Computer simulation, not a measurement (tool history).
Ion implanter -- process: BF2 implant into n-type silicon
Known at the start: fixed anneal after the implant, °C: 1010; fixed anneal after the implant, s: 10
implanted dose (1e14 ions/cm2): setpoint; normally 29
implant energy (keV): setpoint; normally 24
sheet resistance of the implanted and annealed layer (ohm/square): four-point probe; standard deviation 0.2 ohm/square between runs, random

run	hour	implanted dose (1e14 ions/cm2)	implant energy (keV)	read-back reference wafer on the same gauge, sheet resistance	sheet resistance of the implanted and annealed layer (ohm/square)
1	0	25.43	30	156.95	120.26
2	12.2	25.43	30	156.98	120.5
3	25.5	35.92	24	156.92	131.33
4	34	29	24	156.91	134.12
5	51.2	29	24	156.97	134.44
6	58	29	24	157.01	134.19
7	67.2	29	24	157.09	134.1
8	78	29	24	156.99	134.08
9	93.1	29	24	157.09	134.29
10	102.8	29	30	157.08	119.48
11	115.7	29	24	156.94	133.67
# hour 134.3: Faraday cup replaced and dose calibrated
12	134.8	35.51	24	156.93	131.79
# hour 146.4: extraction supply calibrated
13	146.9	29	30.5	157	118.06
14	162	37.07	28.5	156.9	120.33
15	177.8	23.34	29.5	157.01	122.04
16	189.7	29	24	157.01	134.29
# hour 199.6: gauge calibrated
17	204.7	29	27.5	156.97	124.85
18	247.6	20.59	28.5	157.07	125.27
19	256.6	34.43	20.5	157.07	143.01
20	267.1	29	24	156.96	134.16

Predict each of these 5 candidate next runs independently; none follows another, all start after run 20:
A	267.5	29	24	?	?
B	267.5	22.9	31	?	?
C	267.5	31.27	17	?	?
D	267.5	35.57	24	?	?
E	267.5	21.89	16.5	?	?

run	read-back reference wafer on the same gauge, sheet resistance	sheet resistance of the implanted and annealed layer (ohm/square)
A	156.85	133.84
B	156.85	118.76
C	156.85	156.98
D	156.85	131.53
E	156.85	165.06
The same runs, with their run-to-run variation unchanged, on a tool lacking any hidden condition would have given:
run	sheet resistance of the implanted and annealed layer (ohm/square)
A	133.84
B	118.76
C	156.98
D	131.53
E	165.06
